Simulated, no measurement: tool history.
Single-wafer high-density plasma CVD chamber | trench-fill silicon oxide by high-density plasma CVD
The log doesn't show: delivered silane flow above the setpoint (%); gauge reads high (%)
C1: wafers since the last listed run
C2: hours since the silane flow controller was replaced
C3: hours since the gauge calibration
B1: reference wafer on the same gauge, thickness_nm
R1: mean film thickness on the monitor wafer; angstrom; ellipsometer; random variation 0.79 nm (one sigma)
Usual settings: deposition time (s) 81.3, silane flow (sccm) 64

Run 1, hour 0.0: usual settings; C1 0; C2 3266.6; C3 93.5; B1 532.869. Result: R1 5310.06 angstrom.
Run 2, hour 32.6: usual settings; C1 559; C2 3299.2; C3 126.1; B1 533.724. Result: R1 5328.12 angstrom.
Run 3, hour 39.1: usual settings; C1 111; C2 3305.7; C3 132.6; B1 533.961. Result: R1 5331.18 angstrom.
Run 4, hour 46.7: usual settings but silane flow (sccm) 61; C1 130; C2 3313.3; C3 140.2; B1 533.868. Result: R1 5067.71 angstrom.
At hour 49.7: gauge calibrated.
Run 5, hour 55.2: usual settings but silane flow (sccm) 61; C1 145; C2 3321.8; C3 5.5; B1 531.341. Result: R1 5043.38 angstrom.
At hour 68.1: silane flow controller replaced.
Run 6, hour 68.6: usual settings but silane flow (sccm) 61; C1 92; C2 0.5; C3 18.9; B1 531.396. Result: R1 5053.93 angstrom.
Run 7, hour 74.0: usual settings but deposition time (s) 90.7; C1 92; C2 5.9; C3 24.3; B1 531.783. Result: R1 5901.04 angstrom.
Run 8, hour 80.8: usual settings but deposition time (s) 90.7; C1 116; C2 12.7; C3 31.1; B1 531.930. Result: R1 5900.49 angstrom.

Forecast run 9:
Run 9, hour 89.7: usual settings but deposition time (s) 68.3, silane flow (sccm) 55; C1 152; C2 21.6; C3 40.0; B1 ?. Result: R1 ?.

Run 9 gave B1 531.732, R1 3821.75 angstrom.
Without the tool's hidden state the same run would have given R1 3814.80 angstrom.

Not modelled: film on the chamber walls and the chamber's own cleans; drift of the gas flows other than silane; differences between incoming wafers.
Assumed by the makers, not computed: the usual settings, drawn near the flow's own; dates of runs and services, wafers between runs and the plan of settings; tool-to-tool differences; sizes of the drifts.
